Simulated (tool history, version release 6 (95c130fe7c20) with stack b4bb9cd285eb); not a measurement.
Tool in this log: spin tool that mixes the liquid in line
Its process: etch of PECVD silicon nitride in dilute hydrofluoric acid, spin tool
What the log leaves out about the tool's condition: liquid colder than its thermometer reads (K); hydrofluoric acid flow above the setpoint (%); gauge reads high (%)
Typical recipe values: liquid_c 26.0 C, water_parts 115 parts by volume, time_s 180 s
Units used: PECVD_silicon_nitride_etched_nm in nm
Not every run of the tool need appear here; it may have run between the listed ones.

| run | hour | liquid_c | water_parts | time_s | wafers since the last listed run | hours since the thermometer was replaced | hours since the hydrofluoric acid flow meter was replaced | hours since the gauge calibration | read-back film thickness of the PECVD silicon nitride reference wafer, read on the same gauge (nm) | PECVD_silicon_nitride_etched_nm |
|---|---|---|---|---|---|---|---|---|---|---|
| 1 | 0.0 | 29.0 | 115 | 180 | 0 | 945.5 | 1569.4 | 145.2 | 79.97 | 12.28 |
| 2 | 17.5 | 26.0 | 115 | 225 | 85 | 963.0 | 1586.9 | 162.7 | 79.97 | 12.76 |
| 3 | 52.0 | 26.0 | 115 | 180 | 167 | 997.5 | 1621.4 | 197.2 | 79.98 | 10.12 |
| 4 | 134.9 | 26.0 | 115 | 180 | 402 | 1080.4 | 1704.3 | 280.1 | 80.00 | 10.09 |
| 5 | 163.5 | 26.0 | 115 | 180 | 138 | 1109.0 | 1732.9 | 308.7 | 80.00 | 10.12 |
| 6 | 189.4 | 26.0 | 100 | 130 | 125 | 1134.9 | 1758.8 | 334.6 | 79.98 | 8.40 |
| 7 | 216.6 | 26.0 | 100 | 130 | 132 | 1162.1 | 1786.0 | 361.8 | 79.97 | 8.41 |
|  | 242.4 | hydrofluoric acid flow meter replaced |
| 8 | 242.8 | 26.0 | 100 | 130 | 122 | 1188.3 | 0.4 | 388.0 | 80.00 | 8.37 |
|  | 260.1 | gauge calibrated |
| 9 | 263.6 | 26.0 | 115 | 180 | 101 | 1209.1 | 21.2 | 3.5 | 79.98 | 10.16 |
| 10 | 284.9 | 26.0 | 85 | 180 | 103 | 1230.4 | 42.5 | 24.8 | 79.98 | 13.68 |
|  | 286.0 | thermometer replaced |
| 11 | 318.6 | 26.0 | 170 | 245 | 158 | 32.6 | 76.2 | 58.5 | 79.97 | 9.33 |
| 12 | 331.3 | 26.0 | 115 | 180 | 61 | 45.3 | 88.9 | 71.2 | 79.98 | 10.17 |
| 13 | 350.4 | 26.0 | 100 | 130 | 92 | 64.4 | 108.0 | 90.3 | 80.05 | 8.42 |
| 14 | 364.2 | 24.0 | 115 | 180 | 67 | 78.2 | 121.8 | 104.1 | 80.00 | 8.89 |
| 15 | 398.5 | 26.0 | 115 | 115 | 166 | 112.5 | 156.1 | 138.4 | 80.01 | 6.51 |
| 16 | 421.2 | 26.0 | 170 | 265 | 110 | 135.2 | 178.8 | 161.1 | 79.99 | 10.10 |

3 ways to go on from here, each from the tool as it stands after run 16. What would each give?
| A | 421.7 | 26.0 | 65 | 180 | 2 | 135.7 | 179.3 | 161.6 | ? | ? |
| B | 421.7 | 26.0 | 95 | 270 | 2 | 135.7 | 179.3 | 161.6 | ? | ? |
| C | 421.7 | 30.5 | 90 | 120 | 2 | 135.7 | 179.3 | 161.6 | ? | ? |

| run | read-back film thickness of the PECVD silicon nitride reference wafer, read on the same gauge (nm) | PECVD_silicon_nitride_etched_nm |
|---|---|---|
| A | 80.01 | 17.86 |
| B | 80.01 | 18.40 |
| C | 80.01 | 11.51 |
Without the tool's unlogged condition, the same runs would have read:
| run | PECVD_silicon_nitride_etched_nm |
|---|---|
| A | 17.86 |
| B | 18.40 |
| C | 11.51 |

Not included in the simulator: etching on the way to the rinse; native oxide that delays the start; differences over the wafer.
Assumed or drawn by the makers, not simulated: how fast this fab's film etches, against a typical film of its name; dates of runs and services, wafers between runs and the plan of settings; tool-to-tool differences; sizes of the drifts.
